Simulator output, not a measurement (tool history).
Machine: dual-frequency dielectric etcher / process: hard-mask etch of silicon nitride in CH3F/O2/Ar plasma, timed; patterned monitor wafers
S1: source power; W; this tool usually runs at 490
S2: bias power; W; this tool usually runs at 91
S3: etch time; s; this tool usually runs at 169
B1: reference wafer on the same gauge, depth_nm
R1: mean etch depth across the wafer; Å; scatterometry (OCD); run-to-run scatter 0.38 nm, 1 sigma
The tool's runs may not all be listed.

run,hour,S1,S2,S3,B1,R1
1,0,490,91,169,114,1327
2,55.5,490,83,169,114,1297
3,109.7,490,83,169,114,1294
4,214.5,490,91,169,113.9,1323
5,267.3,490,91,169,114,1316
6,352,490,91,169,114,1320
7,394.8,490,99,169,114,1345
8,461.6,490,99,169,114.1,1333
9,504.7,490,91,169,113.9,1314
# hour 571.2: wet clean of the chamber
10,571.7,490,91,169,114,1335
11,683.5,490,91,169,114.1,1330
# hour 687.8: bias power generator calibrated
12,785.6,490,102,204.5,114,1642
13,837.5,490,82,156,114,1181
14,945.5,440,100,135.5,114,1045
15,1012.2,440,77,142.5,114,1028
# hour 1186.4: wet clean of the chamber
16,1298.9,490,91,147.5,114,1147
17,1367.6,490,91,169,114,1311
18,1458,490,101,185.5,114.1,1474
19,1538.1,490,91,169,114,1305
# hour 1575.8: upper electrode replaced
# hour 1587.2: gauge calibrated
20,1598.4,490,91,169,114,1299
# hour 1669.8: wet clean of the chamber
# hour 1681.3: source power generator calibrated
21,1692.1,490,109,169,114,1393
22,1731.1,400,114,191.5,114,1501
23,1808.6,580,80,210.5,113.9,1683
24,1873,490,85,169,114,1296
25,1960.5,490,91,143,114,1116
26,2054.2,370,91,216.5,113.9,1562
# hour 2144.8: wet clean of the chamber
27,2145.3,400,107,169,114.1,1316
28,2208.3,430,91,169,114.1,1282
29,2289.8,590,91,169,114,1399

Here are 4 independent what-if runs from the current tool condition. What would each one return?
A,2290.3,490,91,203.5,?,?
B,2290.3,410,83,129,?,?
C,2290.3,420,105,118.5,?,?
D,2290.3,490,91,215.5,?,?

run,B1,R1
A,114,1594
B,114,941
C,114,925
D,114,1688
With no hidden state in the tool, these same runs would have given:
run,R1
A,1601
B,945
C,929
D,1695
